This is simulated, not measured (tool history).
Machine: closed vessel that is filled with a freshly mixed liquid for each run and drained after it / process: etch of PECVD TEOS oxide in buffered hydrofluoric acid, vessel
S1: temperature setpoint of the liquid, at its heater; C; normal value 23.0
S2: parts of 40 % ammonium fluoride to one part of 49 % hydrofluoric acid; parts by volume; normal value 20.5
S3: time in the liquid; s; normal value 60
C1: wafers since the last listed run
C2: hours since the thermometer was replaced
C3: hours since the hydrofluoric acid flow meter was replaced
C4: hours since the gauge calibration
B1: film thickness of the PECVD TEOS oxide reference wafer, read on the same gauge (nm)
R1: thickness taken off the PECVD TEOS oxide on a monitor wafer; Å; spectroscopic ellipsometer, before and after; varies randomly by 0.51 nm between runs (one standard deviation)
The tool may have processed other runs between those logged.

run 1 hour=0.0 | S1=19.5 S2=20.5 S3=80 | C1=0 C2=1015.9 C3=1395.7 C4=9.8 | B1=130.01 | R1=823.1
run 2 hour=37.1 | S1=23.0 S2=20.5 S3=60 | C1=5306 C2=1053.0 C3=1432.8 C4=46.9 | B1=130.00 | R1=761.7
run 3 hour=87.8 | S1=23.0 S2=20.5 S3=60 | C1=7251 C2=1103.7 C3=1483.5 C4=97.6 | B1=129.98 | R1=764.4
run 4 hour=262.5 | S1=23.0 S2=20.5 S3=60 | C1=24985 C2=1278.4 C3=1658.2 C4=272.3 | B1=129.96 | R1=771.9
run 5 hour=293.4 | S1=23.0 S2=16.0 S3=60 | C1=4419 C2=1309.3 C3=1689.1 C4=303.2 | B1=130.01 | R1=969.6
run 6 hour=321.6 | S1=23.0 S2=16.0 S3=60 | C1=4033 C2=1337.5 C3=1717.3 C4=331.4 | B1=130.01 | R1=976.1
run 7 hour=360.5 | S1=23.0 S2=16.0 S3=60 | C1=5563 C2=1376.4 C3=1756.2 C4=370.3 | B1=130.01 | R1=992.2
run 8 hour=393.1 | S1=20.5 S2=17.5 S3=60 | C1=4662 C2=1409.0 C3=1788.8 C4=402.9 | B1=130.01 | R1=797.1
run 9 hour=431.5 | S1=23.0 S2=20.5 S3=90 | C1=5492 C2=1447.4 C3=1827.2 C4=441.3 | B1=130.02 | R1=1186.1
-- hour=437.5 gauge calibrated
-- hour=486.1 thermometer replaced
-- hour=486.6 hydrofluoric acid flow meter replaced
run 10 hour=497.1 | S1=20.5 S2=12.5 S3=60 | C1=9158 C2=11.0 C3=10.5 C4=59.6 | B1=130.00 | R1=982.8
run 11 hour=548.9 | S1=20.0 S2=23.5 S3=90 | C1=7408 C2=62.8 C3=62.3 C4=111.4 | B1=129.98 | R1=815.8
run 12 hour=585.3 | S1=23.0 S2=20.5 S3=60 | C1=5205 C2=99.2 C3=98.7 C4=147.8 | B1=130.00 | R1=709.0
run 13 hour=626.4 | S1=20.5 S2=27.5 S3=60 | C1=5878 C2=140.3 C3=139.8 C4=188.9 | B1=129.97 | R1=509.5
run 14 hour=650.5 | S1=20.5 S2=27.5 S3=60 | C1=3446 C2=164.4 C3=163.9 C4=213.0 | B1=129.97 | R1=502.7
run 15 hour=677.8 | S1=23.0 S2=23.5 S3=60 | C1=3904 C2=191.7 C3=191.2 C4=240.3 | B1=129.97 | R1=654.5

Across each entry between runs, compare the hidden state at the last listed run before it with the hidden state at the first listed run after it:
Between runs 9 and 10: gauge calibrated (hour 437.5); thermometer replaced (hour 486.1); hydrofluoric acid flow meter replaced (hour 486.6)
  liquid hotter than its thermometer reads (K): 2.38 -> 0.28
  measured minus no-state result, R1: +144.8 -> +15.2 Å
